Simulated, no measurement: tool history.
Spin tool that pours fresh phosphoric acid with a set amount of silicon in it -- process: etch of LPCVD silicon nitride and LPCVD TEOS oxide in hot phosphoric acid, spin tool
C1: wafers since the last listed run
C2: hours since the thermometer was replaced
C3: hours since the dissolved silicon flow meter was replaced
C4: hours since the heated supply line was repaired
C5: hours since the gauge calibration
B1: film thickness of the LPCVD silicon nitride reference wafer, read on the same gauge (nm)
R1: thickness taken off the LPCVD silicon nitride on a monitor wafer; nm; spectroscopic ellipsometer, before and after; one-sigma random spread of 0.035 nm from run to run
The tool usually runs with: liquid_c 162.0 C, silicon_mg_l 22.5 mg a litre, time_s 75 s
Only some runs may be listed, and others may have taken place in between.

run 1 hour=0.0 | liquid_c=160.5 silicon_mg_l=22.5 time_s=75 | C1=0 C2=1713.6 C3=22.1 C4=2474.1 C5=365.5 | B1=39.95 | R1=5.58
run 2 hour=17.5 | liquid_c=164.0 silicon_mg_l=30.5 time_s=35 | C1=143 C2=1731.1 C3=39.6 C4=2491.6 C5=383.0 | B1=39.98 | R1=2.95
run 3 hour=31.8 | liquid_c=162.0 silicon_mg_l=38.0 time_s=75 | C1=117 C2=1745.4 C3=53.9 C4=2505.9 C5=397.3 | B1=40.00 | R1=5.83
run 4 hour=40.5 | liquid_c=162.0 silicon_mg_l=13.0 time_s=75 | C1=71 C2=1754.1 C3=62.6 C4=2514.6 C5=406.0 | B1=40.01 | R1=5.85
run 5 hour=47.6 | liquid_c=162.0 silicon_mg_l=39.0 time_s=75 | C1=58 C2=1761.2 C3=69.7 C4=2521.7 C5=413.1 | B1=40.06 | R1=5.87
run 6 hour=58.0 | liquid_c=162.0 silicon_mg_l=9.5 time_s=115 | C1=85 C2=1771.6 C3=80.1 C4=2532.1 C5=423.5 | B1=40.00 | R1=8.98
run 7 hour=66.6 | liquid_c=159.0 silicon_mg_l=15.0 time_s=90 | C1=70 C2=1780.2 C3=88.7 C4=2540.7 C5=432.1 | B1=40.00 | R1=6.32
run 8 hour=74.5 | liquid_c=162.0 silicon_mg_l=15.0 time_s=115 | C1=64 C2=1788.1 C3=96.6 C4=2548.6 C5=440.0 | B1=40.03 | R1=8.95
-- hour=78.4 gauge calibrated
run 9 hour=85.0 | liquid_c=159.5 silicon_mg_l=12.0 time_s=75 | C1=86 C2=1798.6 C3=107.1 C4=2559.1 C5=6.6 | B1=40.05 | R1=5.37
-- hour=86.1 heated supply line repaired
run 10 hour=102.9 | liquid_c=159.5 silicon_mg_l=6.5 time_s=100 | C1=138 C2=1816.5 C3=125.0 C4=16.8 C5=24.5 | B1=40.04 | R1=8.31
run 11 hour=114.4 | liquid_c=162.0 silicon_mg_l=22.5 time_s=75 | C1=94 C2=1828.0 C3=136.5 C4=28.3 C5=36.0 | B1=40.00 | R1=6.74
run 12 hour=126.6 | liquid_c=161.0 silicon_mg_l=36.5 time_s=75 | C1=100 C2=1840.2 C3=148.7 C4=40.5 C5=48.2 | B1=40.03 | R1=6.55
run 13 hour=136.0 | liquid_c=162.0 silicon_mg_l=40.0 time_s=95 | C1=77 C2=1849.6 C3=158.1 C4=49.9 C5=57.6 | B1=39.96 | R1=8.49
-- hour=137.8 thermometer replaced
run 14 hour=142.1 | liquid_c=164.0 silicon_mg_l=12.5 time_s=40 | C1=41 C2=4.3 C3=164.2 C4=56.0 C5=63.7 | B1=40.00 | R1=3.83

Run 15 is up next; what results do you expect?
run 15 hour=152.9 | liquid_c=162.0 silicon_mg_l=22.5 time_s=75 | C1=88 C2=15.1 C3=175.0 C4=66.8 C5=74.5 | B1=? | R1=?

Run 15 produced B1 40.00, R1 6.76 nm.
On a tool with no hidden condition, and with the same random variation, this run would have come out at R1 6.87 nm.

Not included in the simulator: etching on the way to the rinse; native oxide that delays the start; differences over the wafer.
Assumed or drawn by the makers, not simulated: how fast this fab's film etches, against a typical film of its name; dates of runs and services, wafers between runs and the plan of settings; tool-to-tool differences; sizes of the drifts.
